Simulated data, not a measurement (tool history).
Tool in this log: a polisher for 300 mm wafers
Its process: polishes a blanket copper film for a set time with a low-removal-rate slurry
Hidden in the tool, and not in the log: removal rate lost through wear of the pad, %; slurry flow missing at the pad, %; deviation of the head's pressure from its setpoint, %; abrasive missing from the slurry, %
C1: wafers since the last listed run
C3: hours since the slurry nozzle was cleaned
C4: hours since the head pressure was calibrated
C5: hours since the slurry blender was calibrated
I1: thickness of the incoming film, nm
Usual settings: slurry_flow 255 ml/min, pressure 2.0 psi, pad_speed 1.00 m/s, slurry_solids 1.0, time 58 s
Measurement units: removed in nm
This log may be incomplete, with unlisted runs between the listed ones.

run 1 day=0.000 | slurry_flow=255 pressure=2.0 pad_speed=1.00 slurry_solids=1.0 time=58 | C1=0 wafers_polished_on_this_pad=87 C3=581.9 C4=1129.7 C5=66.7 | I1=663.4 | removed=114.9
run 2 day=1.533 | slurry_flow=255 pressure=2.0 pad_speed=1.00 slurry_solids=1.0 time=64 | C1=315 wafers_polished_on_this_pad=403 C3=618.7 C4=1166.5 C5=103.5 | I1=675.6 | removed=128.8
run 3 day=3.329 | slurry_flow=255 pressure=2.0 pad_speed=1.00 slurry_solids=1.0 time=64 | C1=369 wafers_polished_on_this_pad=773 C3=661.8 C4=1209.6 C5=146.6 | I1=672.0 | removed=127.9
run 4 day=4.425 | slurry_flow=255 pressure=2.0 pad_speed=1.00 slurry_solids=1.0 time=64 | C1=225 wafers_polished_on_this_pad=999 C3=688.1 C4=1235.9 C5=172.9 | I1=666.9 | removed=128.8
run 5 day=5.567 | slurry_flow=255 pressure=2.0 pad_speed=1.00 slurry_solids=1.0 time=58 | C1=235 wafers_polished_on_this_pad=1234 C3=715.5 C4=1263.3 C5=200.3 | I1=674.5 | removed=113.3
-- day=6.612 worn pad replaced by a new one
run 6 day=6.850 | slurry_flow=255 pressure=2.0 pad_speed=1.00 slurry_solids=1.0 time=58 | C1=230 wafers_polished_on_this_pad=49 C3=746.3 C4=1294.1 C5=231.1 | I1=676.4 | removed=115.8
-- day=7.179 slurry blender recalibrated
run 7 day=9.338 | slurry_flow=255 pressure=2.0 pad_speed=1.00 slurry_solids=1.0 time=58 | C1=495 wafers_polished_on_this_pad=544 C3=806.0 C4=1353.8 C5=51.8 | I1=672.4 | removed=113.3
-- day=11.588 slurry nozzle cleaned
run 8 day=11.662 | slurry_flow=230 pressure=2.4 pad_speed=1.00 slurry_solids=0.9 time=58 | C1=470 wafers_polished_on_this_pad=1014 C3=1.8 C4=1409.6 C5=107.6 | I1=671.9 | removed=130.0
run 9 day=12.883 | slurry_flow=230 pressure=2.4 pad_speed=1.00 slurry_solids=0.9 time=58 | C1=251 wafers_polished_on_this_pad=1266 C3=31.1 C4=1438.9 C5=136.9 | I1=670.0 | removed=130.2
-- day=14.675 worn pad replaced by a new one
-- day=14.858 head pressure recalibrated
run 10 day=15.450 | slurry_flow=255 pressure=2.0 pad_speed=1.00 slurry_solids=1.0 time=58 | C1=477 wafers_polished_on_this_pad=142 C3=92.7 C4=14.2 C5=198.5 | I1=666.8 | removed=142.8
-- day=16.329 slurry blender recalibrated
run 11 day=17.225 | slurry_flow=255 pressure=2.0 pad_speed=0.66 slurry_solids=1.0 time=58 | C1=348 wafers_polished_on_this_pad=490 C3=135.3 C4=56.8 C5=21.5 | I1=666.7 | removed=92.5
run 12 day=18.500 | slurry_flow=255 pressure=1.6 pad_speed=1.00 slurry_solids=1.0 time=65 | C1=262 wafers_polished_on_this_pad=753 C3=165.9 C4=87.4 C5=52.1 | I1=671.0 | removed=128.3
-- day=18.817 head pressure recalibrated, repeated, since the last time left the tool worse
run 13 day=20.775 | slurry_flow=310 pressure=2.5 pad_speed=1.00 slurry_solids=1.0 time=64 | C1=451 wafers_polished_on_this_pad=1204 C3=220.5 C4=47.0 C5=106.7 | I1=682.2 | removed=171.0
-- day=21.604 worn pad replaced by a new one
run 14 day=23.142 | slurry_flow=255 pressure=2.0 pad_speed=1.00 slurry_solids=1.0 time=76 | C1=453 wafers_polished_on_this_pad=317 C3=277.3 C4=103.8 C5=163.5 | I1=675.1 | removed=159.7

3 options for the next run, each taken on its own from the tool as it stands now. Forecast them:
run A day=23.158 | slurry_flow=255 pressure=2.0 pad_speed=1.00 slurry_solids=1.0 time=58 | C1=3 wafers_polished_on_this_pad=320 C3=277.7 C4=104.2 C5=163.9 | I1=666.7 | removed=?
run B day=23.158 | slurry_flow=255 pressure=2.0 pad_speed=1.00 slurry_solids=1.0 time=63 | C1=3 wafers_polished_on_this_pad=320 C3=277.7 C4=104.2 C5=163.9 | I1=666.7 | removed=?
run C day=23.158 | slurry_flow=290 pressure=2.5 pad_speed=1.00 slurry_solids=1.0 time=75 | C1=3 wafers_polished_on_this_pad=320 C3=277.7 C4=104.2 C5=163.9 | I1=666.7 | removed=?

run=A removed=124.4
run=B removed=135.1
run=C removed=200.5
With no hidden state in the tool, these same runs would have given:
run=A removed=124.8
run=B removed=135.5
run=C removed=201.1
